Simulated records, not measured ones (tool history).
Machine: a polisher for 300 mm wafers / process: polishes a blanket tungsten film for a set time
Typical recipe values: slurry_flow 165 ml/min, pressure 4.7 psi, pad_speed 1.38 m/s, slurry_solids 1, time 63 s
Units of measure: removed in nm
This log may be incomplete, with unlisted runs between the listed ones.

run,hour,slurry_flow,pressure,pad_speed,slurry_solids,time,wafers since the last listed run,wafers polished on this pad,hours since the slurry nozzle was cleaned,hours since the head pressure was calibrated,hours since the slurry blender was calibrated,hours since the slurry got fresh peroxide,"incoming thickness of the incoming film, nm",removed
1,0,165,4.7,1.48,0.85,63,0,854,622.7,863.9,67,71.3,1470.6,612.9
2,14.9,165,4.7,1.38,0.8,63,175,1030,637.6,878.8,81.9,86.2,1484.8,533.9
# hour 25.7: slurry tank refilled with fresh slurry and peroxide
3,30.4,165,4.7,1.38,0.8,63,170,1200,653.1,894.3,97.4,4.7,1471.8,549.9
# hour 44.5: worn pad replaced by a new one
4,45,165,4.7,1.38,1,63,124,5,667.7,908.9,112,19.3,1474.7,583.3
5,50.2,165,4.7,1.38,1,63,61,66,672.9,914.1,117.2,24.5,1485,579.3
6,86.1,165,4.7,1.38,1,63,422,488,708.8,950,153.1,60.4,1460.1,576.8
7,103.6,165,4.7,1.52,0.75,49,205,694,726.3,967.5,170.6,77.9,1486.9,465.8
8,121.1,165,5.5,1.38,0.9,63,205,900,743.8,985,188.1,95.4,1460.4,660.7
# hour 125.9: head pressure recalibrated
9,132.5,165,4.7,1.38,1,78,110,1011,755.2,6.6,199.5,106.8,1493.2,720.9
# hour 136: slurry tank refilled with fresh slurry and peroxide
10,146.6,130,3.7,1.38,1.25,63,154,1165,769.3,20.7,213.6,10.6,1445.2,485.4
# hour 154.6: slurry blender recalibrated
# hour 165.6: worn pad replaced by a new one
11,166.1,165,3.5,1.06,1.1,77,158,5,788.8,40.2,11.5,30.1,1478.2,445.6
12,179,130,3.7,1.38,1.25,63,151,157,801.7,53.1,24.4,43,1454.2,484.4
13,186.1,165,4.7,1.38,1,63,83,240,808.8,60.2,31.5,50.1,1457.8,592.1
14,199.5,165,4.7,1.38,1,63,157,398,822.2,73.6,44.9,63.5,1465.2,597.2
# hour 225.2: slurry tank refilled with fresh slurry and peroxide
15,227.8,165,6.2,1.38,1.15,54,321,719,850.5,101.9,73.2,2.6,1441,663.4
16,244.1,165,5.5,1.38,0.8,63,191,910,866.8,118.2,89.5,18.9,1472.6,624.8
# hour 253.6: slurry nozzle cleaned
17,261.8,150,4.7,1.38,1.3,63,196,1107,8.2,135.9,107.2,36.6,1455.2,610.5
18,278,165,4.7,1.38,1,63,190,1297,24.4,152.1,123.4,52.8,1482.2,591.7
19,292.5,140,4.7,1.64,1,43,170,1468,38.9,166.6,137.9,67.3,1463.4,463.9
# hour 299.7: worn pad replaced by a new one
20,300.2,165,3.6,1.08,1,50,43,5,46.6,174.3,145.6,75,1473.4,283.8
21,305.7,165,3.2,1.06,1,54,64,70,52.1,179.8,151.1,80.5,1471.3,279.7
# hour 312: slurry tank refilled with fresh slurry and peroxide
22,312.7,165,4.7,1.38,1,63,70,140,59.1,186.8,158.1,0.7,1472.2,589.6
23,327,180,4.7,1.38,1,63,168,308,73.4,201.1,172.4,15,1465.5,588
24,343.6,165,4.7,1.38,1,63,195,503,90,217.7,189,31.6,1463.5,597.3
25,361,165,4.7,1.38,1,63,204,708,107.4,235.1,206.4,49,1482.5,582.1

How the hidden state differs across the entries between the runs, from the last listed run before each to the first after it:
Runs 2 to 3: slurry tank refilled with fresh slurry and peroxide (hour 25.7)
  no hidden state differs between the two runs
Runs 3 to 4: worn pad replaced by a new one (hour 44.5)
  no hidden state differs between the two runs
Runs 8 to 9: head pressure recalibrated (hour 125.9)
  no hidden state differs between the two runs
Runs 9 to 10: slurry tank refilled with fresh slurry and peroxide (hour 136)
  no hidden state differs between the two runs
Runs 10 to 11: slurry blender recalibrated (hour 154.6); worn pad replaced by a new one (hour 165.6)
  no hidden state differs between the two runs
Runs 14 to 15: slurry tank refilled with fresh slurry and peroxide (hour 225.2)
  no hidden state differs between the two runs
Runs 16 to 17: slurry nozzle cleaned (hour 253.6)
  no hidden state differs between the two runs
Runs 19 to 20: worn pad replaced by a new one (hour 299.7)
  no hidden state differs between the two runs
Runs 21 to 22: slurry tank refilled with fresh slurry and peroxide (hour 312)
  no hidden state differs between the two runs

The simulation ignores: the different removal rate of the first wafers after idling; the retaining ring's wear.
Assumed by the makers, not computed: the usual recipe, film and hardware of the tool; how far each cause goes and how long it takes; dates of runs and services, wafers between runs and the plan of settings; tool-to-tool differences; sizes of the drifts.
